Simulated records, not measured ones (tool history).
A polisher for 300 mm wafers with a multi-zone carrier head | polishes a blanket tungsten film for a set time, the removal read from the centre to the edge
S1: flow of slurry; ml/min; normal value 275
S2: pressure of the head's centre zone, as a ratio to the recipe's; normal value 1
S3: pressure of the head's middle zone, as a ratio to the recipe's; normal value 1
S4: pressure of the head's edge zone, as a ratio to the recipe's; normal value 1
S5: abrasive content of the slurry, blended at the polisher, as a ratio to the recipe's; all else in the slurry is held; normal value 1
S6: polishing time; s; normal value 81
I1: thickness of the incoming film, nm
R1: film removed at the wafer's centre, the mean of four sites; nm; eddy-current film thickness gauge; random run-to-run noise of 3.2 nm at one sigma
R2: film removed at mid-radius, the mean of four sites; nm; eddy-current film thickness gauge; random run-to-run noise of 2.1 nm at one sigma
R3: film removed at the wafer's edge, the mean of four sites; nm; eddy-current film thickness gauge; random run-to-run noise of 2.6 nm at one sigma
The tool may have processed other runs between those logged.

run 1 hour=0 | S1=275 S2=1 S3=1 S4=1 S5=1.15 S6=81 | I1=1236.3 | R1=354.1 R2=345.8 R3=353.8
-- hour=4 worn pad replaced by a new one
run 2 hour=32 | S1=275 S2=1 S3=1 S4=1 S5=1.15 S6=81 | I1=1239.5 | R1=357 R2=348.7 R3=351.6
run 3 hour=93.9 | S1=275 S2=1 S3=1 S4=1 S5=1 S6=81 | I1=1256.9 | R1=339.4 R2=336.6 R3=342.1
run 4 hour=122.4 | S1=275 S2=1 S3=1 S4=1 S5=1 S6=81 | I1=1231.3 | R1=335.1 R2=337.8 R3=344.8
-- hour=149.7 worn pad replaced by a new one
-- hour=162.5 slurry nozzle cleaned
run 5 hour=168.4 | S1=275 S2=1 S3=1 S4=1 S5=1 S6=81 | I1=1221.5 | R1=341.3 R2=336.6 R3=336.5
run 6 hour=199.6 | S1=275 S2=0.91 S3=1 S4=0.93 S5=1 S6=81 | I1=1234.6 | R1=307.8 R2=340.8 R3=333.9
-- hour=230.5 centre zone pressure recalibrated
run 7 hour=235.3 | S1=275 S2=0.91 S3=1 S4=0.93 S5=1 S6=81 | I1=1255.5 | R1=315.2 R2=333.5 R3=330
-- hour=246.9 edge zone pressure recalibrated
-- hour=255.2 carrier head's membrane replaced by a new one
-- hour=291.7 worn pad replaced by a new one
run 8 hour=293 | S1=275 S2=1 S3=1.05 S4=0.9 S5=1 S6=81 | I1=1228.8 | R1=345.9 R2=349.3 R3=323.5
run 9 hour=352.8 | S1=275 S2=1 S3=0.92 S4=1 S5=1 S6=93 | I1=1227 | R1=393.2 R2=358.1 R3=395.7
-- hour=374.5 slurry nozzle cleaned
run 10 hour=391.4 | S1=275 S2=1 S3=0.97 S4=1 S5=1 S6=93 | I1=1225.4 | R1=386.5 R2=381.6 R3=390.7
-- hour=447.9 worn pad replaced by a new one
run 11 hour=457.8 | S1=275 S2=1 S3=1 S4=1 S5=1 S6=81 | I1=1257.8 | R1=335.8 R2=339.9 R3=340.9
run 12 hour=484.1 | S1=370 S2=1 S3=1 S4=1.03 S5=1 S6=81 | I1=1252.1 | R1=352.6 R2=345.5 R3=347.5
run 13 hour=516.4 | S1=275 S2=1 S3=1 S4=1.08 S5=1 S6=102 | I1=1252.7 | R1=431.1 R2=426.9 R3=447.2
-- hour=558.6 slurry nozzle cleaned
run 14 hour=564.9 | S1=275 S2=1 S3=1 S4=1 S5=1 S6=81 | I1=1235.7 | R1=340.3 R2=338.2 R3=340.7
-- hour=574.4 worn pad replaced by a new one
run 15 hour=594.7 | S1=320 S2=1 S3=1.05 S4=1.08 S5=0.9 S6=81 | I1=1231.1 | R1=342.3 R2=348.5 R3=349
run 16 hour=648 | S1=275 S2=1 S3=1 S4=1 S5=1 S6=81 | I1=1225.5 | R1=338.3 R2=333.5 R3=340.3
run 17 hour=701.2 | S1=275 S2=1.07 S3=1 S4=1.03 S5=0.85 S6=68 | I1=1227.5 | R1=297.7 R2=272.1 R3=277.9

Branching from run 17: 3 alternative next runs. What would each branch give?
run A hour=701.6 | S1=275 S2=1 S3=1 S4=1 S5=1 S6=81 | I1=1257.8 | R1=? R2=? R3=?
run B hour=701.6 | S1=275 S2=1 S3=0.93 S4=1 S5=1 S6=81 | I1=1257.8 | R1=? R2=? R3=?
run C hour=701.6 | S1=275 S2=1.04 S3=0.96 S4=1 S5=1.15 S6=81 | I1=1257.8 | R1=? R2=? R3=?

run=A R1=342 R2=334.2 R3=348.1
run=B R1=341.9 R2=314.5 R3=348.4
run=C R1=367.6 R2=333.7 R3=359.9
Take away the tool's hidden state, keep each run's random variation, and the runs would have read:
run=A R1=342 R2=334.2 R3=348.1
run=B R1=341.9 R2=314.5 R3=348.4
run=C R1=367.6 R2=333.7 R3=359.9

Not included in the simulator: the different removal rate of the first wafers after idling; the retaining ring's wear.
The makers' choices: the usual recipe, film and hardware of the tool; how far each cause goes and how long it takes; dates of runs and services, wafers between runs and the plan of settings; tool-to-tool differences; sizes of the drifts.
